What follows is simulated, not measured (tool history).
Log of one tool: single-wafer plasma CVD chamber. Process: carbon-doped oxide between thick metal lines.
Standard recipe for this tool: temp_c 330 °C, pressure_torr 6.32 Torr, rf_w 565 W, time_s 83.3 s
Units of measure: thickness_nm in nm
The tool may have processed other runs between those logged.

run,day,temp_c,pressure_torr,rf_w,time_s,wafers since the last listed run,hours since the last thermocouple change,hours since the last RF generator calibration,hours since the last manometer calibration,hours since the showerhead was replaced,hours since the gauge calibration,"read-back reference wafer on the same gauge, thickness_nm",thickness_nm
1,0,335,6.32,565,83.3,0,2880.3,1319,2318.3,0.5,496.8,553.401,472.52
# day 0.625: thermocouple changed; heater temperature recalibrated
2,1.258,341,6.32,565,83.3,325,15.2,1349.2,2348.5,30.7,527,553.63,458.093
3,1.983,341,6.32,565,83.3,255,32.6,1366.6,2365.9,48.1,544.4,554.738,461.908
4,2.538,341,6.32,565,83.3,195,45.9,1379.9,2379.2,61.4,557.7,554.612,463.022
5,4.033,330,6.32,565,83.3,527,81.8,1415.8,2415.1,97.3,593.6,553.342,474.998
# day 5.604: capacitance manometer re-zeroed and calibrated
6,5.625,330,7.42,645,83.3,443,120,1454,0.5,135.5,631.8,553.773,512.378
7,6.067,338,7.82,635,99.7,155,130.6,1464.6,11.1,146.1,642.4,555.246,591.369
8,7.304,330,6.32,565,83.3,436,160.3,1494.3,40.8,175.8,672.1,555.071,475.501
9,8.7,330,6.32,565,83.3,491,193.8,1527.8,74.3,209.3,705.6,554.069,470.604
10,10.167,330,6.32,565,83.3,516,229,1563,109.5,244.5,740.8,554.179,474.415
11,11.3,330,6.32,565,74.9,399,256.2,1590.2,136.7,271.7,768,553.936,427.334
12,11.871,339,6.32,565,83.3,201,269.9,1603.9,150.4,285.4,781.7,554.923,462.12
# day 12.358: RF generator calibrated
13,12.812,319,6.32,565,91.7,214,292.5,10.9,173,308,804.3,554.525,555.099
14,13.971,330,6.32,650,88.3,408,320.3,38.7,200.8,335.8,832.1,554.616,553.108
15,15.229,330,6.32,505,74.3,443,350.5,68.9,231,366,862.3,554.436,416.725
16,16.362,324,6.32,630,74.6,399,377.7,96.1,258.2,393.2,889.5,553.383,467.476
17,17.604,318,5.09,650,89.5,437,407.5,125.9,288,423,919.3,554.29,566.897
18,18.408,330,5.31,565,83.3,283,426.8,145.2,307.3,442.3,938.6,553.999,479.861
19,19.779,330,6.32,565,83.3,483,459.7,178.1,340.2,475.2,971.5,553.735,489.409
# day 22.638: gauge calibrated
20,23.296,330,6.32,565,83.3,1239,544.1,262.5,424.6,559.6,15.8,553.673,487.718
21,24.412,330,6.32,565,83.3,393,570.9,289.3,451.4,586.4,42.6,553.798,487.597
22,25.812,326,6.32,500,83.3,493,604.5,322.9,485,620,76.2,553.338,464.742
23,26.817,330,6.32,500,93.3,353,628.6,347,509.1,644.1,100.3,553.948,515.163
24,28.117,316,7.24,490,71.8,458,659.8,378.2,540.3,675.3,131.5,554.407,414.705
25,29.038,330,6.32,645,83.3,324,681.9,400.3,562.4,697.4,153.6,554.136,515.225
26,30.142,330,5.16,610,83.3,389,708.4,426.8,588.9,723.9,180.1,554.881,492.748
27,31.642,335,5.53,640,83.3,528,744.4,462.8,624.9,759.9,216.1,554.759,497.989
28,32.229,344,7.84,565,76.9,207,758.5,476.9,639,774,230.2,553.54,436.782
29,33.633,342,7.55,615,94.1,494,792.2,510.6,672.7,807.7,263.9,554.379,555.384

Each row is a separate what-if for the run after 29, all from the same tool condition, not one after another. Results?
A,33.65,330,6.32,565,83.3,5,792.6,511,673.1,808.1,264.3,?,?
B,33.65,330,7.69,565,83.3,5,792.6,511,673.1,808.1,264.3,?,?
C,33.65,337,6.95,510,74.5,5,792.6,511,673.1,808.1,264.3,?,?

run,"read-back reference wafer on the same gauge, thickness_nm",thickness_nm
A,554.067,484.481
B,554.067,490.806
C,554.067,409.339
Without the tool's unlogged condition, the same runs would have read:
run,thickness_nm
A,490.346
B,496.748
C,414.455
